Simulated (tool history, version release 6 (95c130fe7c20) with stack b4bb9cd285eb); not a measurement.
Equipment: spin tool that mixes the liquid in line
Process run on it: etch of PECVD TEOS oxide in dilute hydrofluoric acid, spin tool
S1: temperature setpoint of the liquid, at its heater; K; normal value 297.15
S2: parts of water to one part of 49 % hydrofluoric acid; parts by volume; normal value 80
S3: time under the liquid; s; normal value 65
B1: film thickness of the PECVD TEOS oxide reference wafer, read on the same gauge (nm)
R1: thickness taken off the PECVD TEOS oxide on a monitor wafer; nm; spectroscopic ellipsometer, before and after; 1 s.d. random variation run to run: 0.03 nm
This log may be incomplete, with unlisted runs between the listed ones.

| run | hour | S1 | S2 | S3 | B1 | R1 |
|---|---|---|---|---|---|---|
| 1 | 0 | 297.15 | 105 | 65 | 39.99 | 5.15 |
| 2 | 21.9 | 297.15 | 105 | 65 | 39.99 | 5.16 |
| 3 | 52.7 | 297.15 | 105 | 65 | 39.99 | 5.13 |
| 4 | 131.6 | 297.15 | 80 | 65 | 40 | 6.98 |
| 5 | 160.3 | 297.15 | 80 | 65 | 39.99 | 6.94 |
| 6 | 172.9 | 293.65 | 110 | 65 | 40.03 | 4.2 |
|  | 189.8 | hydrofluoric acid flow meter replaced |
| 7 | 195.6 | 293.65 | 110 | 65 | 40 | 4.23 |
| 8 | 230.8 | 293.65 | 110 | 65 | 40.02 | 4.21 |
| 9 | 256.6 | 297.15 | 80 | 65 | 40 | 6.93 |
| 10 | 291.8 | 297.15 | 80 | 65 | 40.02 | 6.98 |
| 11 | 337.2 | 297.15 | 65 | 65 | 39.98 | 8.63 |
| 12 | 365.9 | 297.15 | 80 | 65 | 39.99 | 6.91 |
| 13 | 396.8 | 297.15 | 80 | 65 | 40.01 | 6.91 |
|  | 403.6 | thermometer replaced |
| 14 | 427.6 | 295.65 | 60 | 40 | 39.97 | 5.38 |
|  | 439.4 | gauge calibrated |
| 15 | 463.5 | 294.15 | 55 | 55 | 40.03 | 7.6 |
| 16 | 484.8 | 297.15 | 90 | 45 | 39.98 | 4.12 |
| 17 | 516.1 | 297.15 | 80 | 65 | 40.02 | 6.8 |
| 18 | 539.3 | 297.15 | 80 | 65 | 40.01 | 6.73 |
| 19 | 558.1 | 297.15 | 80 | 80 | 40 | 8.33 |
| 20 | 570.7 | 301.15 | 120 | 35 | 39.98 | 2.68 |
| 21 | 590.8 | 293.65 | 55 | 30 | 40.01 | 4.04 |
| 22 | 612.3 | 297.15 | 100 | 65 | 39.99 | 5.28 |
| 23 | 640.7 | 297.15 | 105 | 45 | 39.99 | 3.46 |
| 24 | 670.6 | 297.15 | 80 | 65 | 40 | 6.72 |
|  | 673.8 | thermometer replaced, repeated, since the last time left the tool worse |
| 25 | 695.2 | 294.15 | 95 | 100 | 39.99 | 7.97 |
| 26 | 730.5 | 295.65 | 120 | 30 | 39.98 | 1.94 |
| 27 | 745.9 | 294.15 | 80 | 105 | 40.01 | 10.04 |
| 28 | 770.2 | 297.15 | 80 | 65 | 40 | 7.03 |
| 29 | 782.6 | 297.15 | 80 | 65 | 40 | 6.98 |
| 30 | 811.5 | 297.15 | 80 | 65 | 40.03 | 7.02 |
| 31 | 847.2 | 300.15 | 95 | 100 | 40 | 10.02 |
| 32 | 916 | 301.15 | 95 | 45 | 39.97 | 4.71 |
| 33 | 930.4 | 297.15 | 110 | 85 | 40.02 | 6.38 |
| 34 | 947.1 | 301.65 | 80 | 65 | 39.97 | 8.39 |

Some steps in R1 between neighbouring runs. How much of each would the tool show without its hidden state too (settings, what came in, random variation), and how much is left for the hidden state, with any gauge scatter that isn't in both results?
Hidden conditions of the tool in this case: liquid colder than its thermometer reads (K); hydrofluoric acid flow below the setpoint (%); gauge reads high (%).
Run 15 -> 16: S1 294.15 -> 297.15, S2 55 -> 90, S3 55 -> 45. R1 -3.48 nm: hidden state +0.16, all else -3.64.
Run 19 -> 20: S1 297.15 -> 301.15, S2 80 -> 120, S3 80 -> 35. R1 -5.65 nm: hidden state +0.26, all else -5.91.
Run 24 -> 25: S1 297.15 -> 294.15, S2 80 -> 95, S3 65 -> 100, thermometer replaced, repeated, since the last time left the tool worse. R1 +1.25 nm: hidden state +0.29, all else +0.96.
Run 25 -> 26: S1 294.15 -> 295.65, S2 95 -> 120, S3 100 -> 30. R1 -6.03 nm: hidden state +0.03, all else -6.06.
Run 26 -> 27: S1 295.65 -> 294.15, S2 120 -> 80, S3 30 -> 105. R1 +8.1 nm: hidden state -0.05, all else +8.15.
